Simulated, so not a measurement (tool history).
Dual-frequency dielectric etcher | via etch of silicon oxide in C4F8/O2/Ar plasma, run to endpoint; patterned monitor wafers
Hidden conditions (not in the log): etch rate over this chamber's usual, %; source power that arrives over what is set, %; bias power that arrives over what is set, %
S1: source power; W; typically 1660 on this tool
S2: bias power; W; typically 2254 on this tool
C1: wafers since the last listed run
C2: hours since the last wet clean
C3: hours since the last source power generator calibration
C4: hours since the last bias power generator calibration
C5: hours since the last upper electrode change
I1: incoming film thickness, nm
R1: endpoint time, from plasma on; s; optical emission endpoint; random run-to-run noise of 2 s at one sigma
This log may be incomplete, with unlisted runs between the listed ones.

run	hour	S1	S2	C1	C2	C3	C4	C5	I1	R1
1	0	1660	2701	0	289.6	3387.9	4281.8	2813.1	1989.3	466.6
2	9.7	1660	2701	56	299.3	3397.6	4291.5	2822.8	1971.4	463.2
3	16.3	1660	2701	38	305.9	3404.2	4298.1	2829.4	1979.2	467.7
# hour 56.2: upper electrode replaced
4	56.7	1660	2027	95	346.3	3444.6	4338.5	0.5	1973.4	510.8
5	57.1	1660	2254	2	346.7	3445	4338.9	0.9	1974.3	495.8
6	57.5	1660	2254	2	347.1	3445.4	4339.3	1.3	1982.6	497.8
7	64.6	1660	2254	41	354.2	3452.5	4346.4	8.4	1988.8	503.1
# hour 73.2: bias power generator calibrated
8	73.7	1260	1753	29	363.3	3461.6	0.5	17.5	1969.8	648.7
# hour 100.1: wet clean of the chamber
9	100.6	1660	2254	16	0.5	3488.5	27.4	44.4	1967.2	471.2
10	101	1860	2709	2	0.9	3488.9	27.8	44.8	1951.7	410.8
# hour 113: source power generator calibrated
11	113.5	1450	1985	49	13.4	0.5	40.3	57.3	1965.5	535.3
12	127.1	1250	1962	79	27	14.1	53.9	70.9	1962.3	600.1
13	133.6	1660	2254	37	33.5	20.6	60.4	77.4	1975.4	473.7
14	147.7	1810	1974	82	47.6	34.7	74.5	91.5	1982.9	470.6

Each row is a separate what-if for the run after 14, all from the same tool condition, not one after another. Results?
A	148.2	1660	2254	2	48.1	35.2	75	92	1989.9	?
B	148.2	1500	1715	2	48.1	35.2	75	92	1989.9	?
C	148.2	2070	2748	2	48.1	35.2	75	92	1989.9	?
D	148.2	1660	2637	2	48.1	35.2	75	92	1989.9	?
E	148.2	1850	2254	2	48.1	35.2	75	92	1989.9	?

run	R1
A	480.2
B	558.5
C	395.5
D	456.8
E	449.2
With the hidden condition removed and each run's random variation left untouched, the same runs would have given:
run	R1
A	472.8
B	549.9
C	389.5
D	449.8
E	442.4

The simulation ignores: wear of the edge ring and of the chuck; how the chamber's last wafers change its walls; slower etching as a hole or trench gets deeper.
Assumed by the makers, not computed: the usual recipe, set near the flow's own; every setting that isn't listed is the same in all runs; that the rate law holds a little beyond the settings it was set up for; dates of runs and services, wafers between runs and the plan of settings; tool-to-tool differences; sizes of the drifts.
